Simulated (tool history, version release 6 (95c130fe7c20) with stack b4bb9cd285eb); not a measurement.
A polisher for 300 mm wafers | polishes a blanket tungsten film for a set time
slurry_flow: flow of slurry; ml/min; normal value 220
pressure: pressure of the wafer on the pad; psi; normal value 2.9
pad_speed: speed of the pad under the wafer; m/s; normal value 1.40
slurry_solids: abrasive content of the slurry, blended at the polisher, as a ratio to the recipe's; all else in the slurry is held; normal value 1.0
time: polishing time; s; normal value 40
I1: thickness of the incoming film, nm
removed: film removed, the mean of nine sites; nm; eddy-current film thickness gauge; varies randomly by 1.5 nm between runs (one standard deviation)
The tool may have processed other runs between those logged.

Run 1, day 0.000: usual settings but pressure 2.6 psi; I1 756.1. Result: removed 212.4 nm.
Run 2, day 0.458: usual settings but pressure 2.6 psi; I1 753.4. Result: removed 208.4 nm.
Run 3, day 0.750: usual settings but pressure 2.6 psi; I1 752.4. Result: removed 206.5 nm.
Run 4, day 1.417: usual settings; I1 741.8. Result: removed 224.8 nm.
Run 5, day 2.017: usual settings; I1 736.1. Result: removed 223.9 nm.
At day 2.417: slurry nozzle cleaned.
Run 6, day 2.558: usual settings; I1 752.4. Result: removed 219.9 nm.
At day 2.988: worn pad replaced by a new one, of another model than before.
Run 7, day 3.308: usual settings but pad_speed 1.62 m/s; I1 736.2. Result: removed 262.2 nm.
Run 8, day 3.679: usual settings but pressure 2.1 psi; I1 741.6. Result: removed 198.8 nm.
Run 9, day 3.962: usual settings but pressure 3.7 psi, pad_speed 1.88 m/s; I1 740.9. Result: removed 327.1 nm.
At day 4.362: slurry blender recalibrated.
Run 10, day 4.383: usual settings but slurry_flow 285 ml/min, pressure 2.2 psi, slurry_solids 1.3, time 53 s; I1 738.4. Result: removed 279.3 nm.
At day 4.554: head pressure recalibrated.
Run 11, day 4.617: usual settings but pressure 2.1 psi, slurry_solids 1.2, time 27 s; I1 742.3. Result: removed 135.4 nm.

Run 12 comes next. What will it give?
At day 4.775: slurry tank refilled with fresh slurry and peroxide.
Run 12, day 4.917: usual settings but pressure 2.6 psi; I1 740.4. Result: removed ?.

{"run 12": {"removed": 211.5}}
Take away the tool's hidden state, keep the run-to-run variation as it was, and the same run would have given removed 229.8 nm.
